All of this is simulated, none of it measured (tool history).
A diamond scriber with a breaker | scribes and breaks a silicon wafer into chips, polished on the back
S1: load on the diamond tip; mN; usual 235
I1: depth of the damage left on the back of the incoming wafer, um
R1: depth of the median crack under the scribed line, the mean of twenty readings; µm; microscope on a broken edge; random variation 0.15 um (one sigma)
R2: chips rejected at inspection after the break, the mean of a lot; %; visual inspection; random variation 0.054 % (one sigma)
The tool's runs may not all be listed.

run 1 day=0 | S1=235 | I1=0.02 | R1=7.45 R2=2.21
run 2 day=1.817 | S1=235 | I1=0.01 | R1=7.54 R2=2.32
run 3 day=5.592 | S1=235 | I1=0.05 | R1=7.57 R2=2.33
run 4 day=7.358 | S1=289 | I1=0.05 | R1=8.89 R2=2.16
-- day=7.871 load on the tip recalibrated
-- day=9.488 diamond tip replaced by a new one
run 5 day=10.917 | S1=235 | I1=0.04 | R1=7.94 R2=1.69
run 6 day=14.017 | S1=235 | I1=0.01 | R1=7.78 R2=1.8
run 7 day=17.358 | S1=197 | I1=0.02 | R1=6.77 R2=5.46
-- day=26.371 load on the tip recalibrated
run 8 day=27.196 | S1=197 | I1=0.02 | R1=7.34 R2=3.51
run 9 day=29.454 | S1=249 | I1=0.01 | R1=8.22 R2=1.73
run 10 day=32.783 | S1=249 | I1=0.04 | R1=8.07 R2=1.6
run 11 day=36.262 | S1=279 | I1=0.02 | R1=8.86 R2=2.09
run 12 day=38.633 | S1=279 | I1=0.02 | R1=8.48 R2=2.02
run 13 day=40.5 | S1=279 | I1=0.05 | R1=8.45 R2=1.94
-- day=44.812 load on the tip recalibrated
run 14 day=44.908 | S1=186 | I1=0.01 | R1=7.02 R2=4.86
-- day=46.246 diamond tip replaced by a new one
run 15 day=46.475 | S1=186 | I1=0.02 | R1=6.71 R2=5.29
run 16 day=50.167 | S1=186 | I1=0.04 | R1=6.41 R2=6.9
run 17 day=53.512 | S1=197 | I1=0.02 | R1=6.81 R2=5.49
run 18 day=57.033 | S1=235 | I1=0.03 | R1=7.72 R2=2.11
run 19 day=60.883 | S1=281 | I1=0.03 | R1=8.6 R2=1.91
run 20 day=62.979 | S1=195 | I1=0.01 | R1=6.61 R2=6.36
run 21 day=66.292 | S1=235 | I1=0.02 | R1=7.58 R2=2.18
-- day=68.312 load on the tip recalibrated
run 22 day=69.512 | S1=191 | I1=0.05 | R1=7.06 R2=4.1
run 23 day=72.483 | S1=282 | I1=0.01 | R1=9.02 R2=2.87
run 24 day=74.688 | S1=286 | I1=0.01 | R1=8.66 R2=2.6
run 25 day=77.121 | S1=214 | I1=0.04 | R1=7.16 R2=3.17
-- day=78.162 diamond tip replaced by a new one
run 26 day=81.271 | S1=268 | I1=0.03 | R1=8.26 R2=1.63
run 27 day=85.596 | S1=183 | I1=0.04 | R1=6.12 R2=8.41
-- day=88.183 load on the tip recalibrated
run 28 day=89.675 | S1=235 | I1=0.03 | R1=8.04 R2=1.59
run 29 day=91.333 | S1=185 | I1=0.01 | R1=6.5 R2=6.53
run 30 day=93.029 | S1=173 | I1=0.05 | R1=6.08 R2=9.01
run 31 day=96.042 | S1=296 | I1=0.04 | R1=9.01 R2=2.89
run 32 day=100.517 | S1=205 | I1=0.01 | R1=6.69 R2=4.78
run 33 day=104.438 | S1=186 | I1=0.02 | R1=6.31 R2=8.07

Forecast each of these 5 alternatives for the next run:
run A day=104.467 | S1=299 | I1=0.05 | R1=? R2=?
run B day=104.467 | S1=187 | I1=0.05 | R1=? R2=?
run C day=104.467 | S1=302 | I1=0.05 | R1=? R2=?
run D day=104.467 | S1=204 | I1=0.05 | R1=? R2=?
run E day=104.467 | S1=200 | I1=0.05 | R1=? R2=?

run=A R1=8.6 R2=2.71
run=B R1=6.11 R2=8.1
run=C R1=8.66 R2=2.87
run=D R1=6.52 R2=5.2
run=E R1=6.42 R2=5.79
Without the tool's hidden state the same runs would have given:
run=A R1=9.28 R2=4.97
run=B R1=6.59 R2=4.77
run=C R1=9.34 R2=5.24
run=D R1=7.03 R2=2.85
run=E R1=6.93 R2=3.21
